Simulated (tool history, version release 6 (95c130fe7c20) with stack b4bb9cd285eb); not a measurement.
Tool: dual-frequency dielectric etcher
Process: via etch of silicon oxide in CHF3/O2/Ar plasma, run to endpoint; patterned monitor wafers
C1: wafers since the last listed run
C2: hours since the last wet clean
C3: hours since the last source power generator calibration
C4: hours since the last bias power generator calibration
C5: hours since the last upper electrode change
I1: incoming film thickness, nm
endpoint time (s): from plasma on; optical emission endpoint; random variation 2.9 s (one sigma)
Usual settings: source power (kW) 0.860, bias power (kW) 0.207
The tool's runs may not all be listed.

run 1 day=0.000 | source_power_(kW)=0.860 bias_power_(kW)=0.207 | C1=0 C2=383.0 C3=4474.8 C4=2146.7 C5=2719.1 | I1=762.7 | endpoint_time_(s)=325.5
-- day=0.042 wet clean of the chamber
run 2 day=1.238 | source_power_(kW)=0.860 bias_power_(kW)=0.207 | C1=89 C2=28.7 C3=4504.5 C4=2176.4 C5=2748.8 | I1=771.0 | endpoint_time_(s)=343.4
run 3 day=2.088 | source_power_(kW)=0.860 bias_power_(kW)=0.240 | C1=63 C2=49.1 C3=4524.9 C4=2196.8 C5=2769.2 | I1=764.5 | endpoint_time_(s)=327.6
run 4 day=2.988 | source_power_(kW)=0.860 bias_power_(kW)=0.240 | C1=67 C2=70.7 C3=4546.5 C4=2218.4 C5=2790.8 | I1=771.1 | endpoint_time_(s)=326.9
run 5 day=4.038 | source_power_(kW)=0.860 bias_power_(kW)=0.240 | C1=78 C2=95.9 C3=4571.7 C4=2243.6 C5=2816.0 | I1=763.4 | endpoint_time_(s)=325.9
run 6 day=5.254 | source_power_(kW)=0.860 bias_power_(kW)=0.207 | C1=91 C2=125.1 C3=4600.9 C4=2272.8 C5=2845.2 | I1=761.1 | endpoint_time_(s)=338.1
run 7 day=6.071 | source_power_(kW)=0.860 bias_power_(kW)=0.207 | C1=61 C2=144.7 C3=4620.5 C4=2292.4 C5=2864.8 | I1=766.3 | endpoint_time_(s)=337.1
run 8 day=7.542 | source_power_(kW)=0.860 bias_power_(kW)=0.207 | C1=110 C2=180.0 C3=4655.8 C4=2327.7 C5=2900.1 | I1=768.0 | endpoint_time_(s)=336.2
run 9 day=8.292 | source_power_(kW)=0.860 bias_power_(kW)=0.207 | C1=56 C2=198.0 C3=4673.8 C4=2345.7 C5=2918.1 | I1=766.5 | endpoint_time_(s)=334.2
run 10 day=9.338 | source_power_(kW)=0.860 bias_power_(kW)=0.207 | C1=78 C2=223.1 C3=4698.9 C4=2370.8 C5=2943.2 | I1=761.4 | endpoint_time_(s)=332.7
run 11 day=9.967 | source_power_(kW)=0.860 bias_power_(kW)=0.207 | C1=47 C2=238.2 C3=4714.0 C4=2385.9 C5=2958.3 | I1=763.6 | endpoint_time_(s)=328.0
run 12 day=10.604 | source_power_(kW)=0.860 bias_power_(kW)=0.207 | C1=47 C2=253.5 C3=4729.3 C4=2401.2 C5=2973.6 | I1=766.5 | endpoint_time_(s)=331.9
run 13 day=11.721 | source_power_(kW)=0.860 bias_power_(kW)=0.207 | C1=83 C2=280.3 C3=4756.1 C4=2428.0 C5=3000.4 | I1=767.6 | endpoint_time_(s)=334.4
run 14 day=12.946 | source_power_(kW)=0.720 bias_power_(kW)=0.161 | C1=92 C2=309.7 C3=4785.5 C4=2457.4 C5=3029.8 | I1=778.4 | endpoint_time_(s)=376.9
-- day=13.558 bias power generator calibrated
-- day=14.192 wet clean of the chamber
-- day=15.138 upper electrode replaced
run 15 day=15.158 | source_power_(kW)=0.710 bias_power_(kW)=0.177 | C1=34 C2=23.2 C3=4838.6 C4=38.4 C5=0.5 | I1=765.5 | endpoint_time_(s)=374.4
run 16 day=15.175 | source_power_(kW)=0.860 bias_power_(kW)=0.207 | C1=1 C2=23.6 C3=4839.0 C4=38.8 C5=0.9 | I1=773.1 | endpoint_time_(s)=342.3
run 17 day=15.683 | source_power_(kW)=0.930 bias_power_(kW)=0.193 | C1=38 C2=35.8 C3=4851.2 C4=51.0 C5=13.1 | I1=763.7 | endpoint_time_(s)=336.8
-- day=16.488 source power generator calibrated
run 18 day=17.154 | source_power_(kW)=0.860 bias_power_(kW)=0.240 | C1=98 C2=71.1 C3=16.0 C4=86.3 C5=48.4 | I1=762.1 | endpoint_time_(s)=325.1
run 19 day=18.575 | source_power_(kW)=0.860 bias_power_(kW)=0.207 | C1=106 C2=105.2 C3=50.1 C4=120.4 C5=82.5 | I1=759.8 | endpoint_time_(s)=336.4
run 20 day=19.975 | source_power_(kW)=0.700 bias_power_(kW)=0.207 | C1=105 C2=138.8 C3=83.7 C4=154.0 C5=116.1 | I1=768.1 | endpoint_time_(s)=354.1
run 21 day=20.962 | source_power_(kW)=0.860 bias_power_(kW)=0.207 | C1=74 C2=162.5 C3=107.4 C4=177.7 C5=139.8 | I1=772.0 | endpoint_time_(s)=341.5
run 22 day=21.542 | source_power_(kW)=0.860 bias_power_(kW)=0.164 | C1=43 C2=176.4 C3=121.3 C4=191.6 C5=153.7 | I1=761.1 | endpoint_time_(s)=351.9
run 23 day=22.996 | source_power_(kW)=0.750 bias_power_(kW)=0.229 | C1=109 C2=211.3 C3=156.2 C4=226.5 C5=188.6 | I1=776.7 | endpoint_time_(s)=342.7
run 24 day=24.208 | source_power_(kW)=0.780 bias_power_(kW)=0.258 | C1=91 C2=240.4 C3=185.3 C4=255.6 C5=217.7 | I1=761.6 | endpoint_time_(s)=319.2
run 25 day=25.121 | source_power_(kW)=0.860 bias_power_(kW)=0.207 | C1=68 C2=262.3 C3=207.2 C4=277.5 C5=239.6 | I1=770.5 | endpoint_time_(s)=332.2
run 26 day=26.621 | source_power_(kW)=0.860 bias_power_(kW)=0.232 | C1=112 C2=298.3 C3=243.2 C4=313.5 C5=275.6 | I1=767.4 | endpoint_time_(s)=324.1

The same runs without the tool's hidden state, with the same run-to-run variation:
The hidden state here: etch rate over this chamber's usual, %; source power that arrives over what is set, %; bias power that arrives over what is set, %.
run=1 endpoint_time_(s)=342.4
run=2 endpoint_time_(s)=344.5
run=3 endpoint_time_(s)=329.6
run=4 endpoint_time_(s)=330.0
run=5 endpoint_time_(s)=330.1
run=6 endpoint_time_(s)=343.9
run=7 endpoint_time_(s)=343.8
run=8 endpoint_time_(s)=344.6
run=9 endpoint_time_(s)=343.4
run=10 endpoint_time_(s)=343.0
run=11 endpoint_time_(s)=338.9
run=12 endpoint_time_(s)=343.6
run=13 endpoint_time_(s)=347.4
run=14 endpoint_time_(s)=393.2
run=15 endpoint_time_(s)=376.4
run=16 endpoint_time_(s)=344.2
run=17 endpoint_time_(s)=339.2
run=18 endpoint_time_(s)=329.0
run=19 endpoint_time_(s)=342.1
run=20 endpoint_time_(s)=361.8
run=21 endpoint_time_(s)=350.1
run=22 endpoint_time_(s)=361.4
run=23 endpoint_time_(s)=353.7
run=24 endpoint_time_(s)=330.7
run=25 endpoint_time_(s)=345.3
run=26 endpoint_time_(s)=338.5

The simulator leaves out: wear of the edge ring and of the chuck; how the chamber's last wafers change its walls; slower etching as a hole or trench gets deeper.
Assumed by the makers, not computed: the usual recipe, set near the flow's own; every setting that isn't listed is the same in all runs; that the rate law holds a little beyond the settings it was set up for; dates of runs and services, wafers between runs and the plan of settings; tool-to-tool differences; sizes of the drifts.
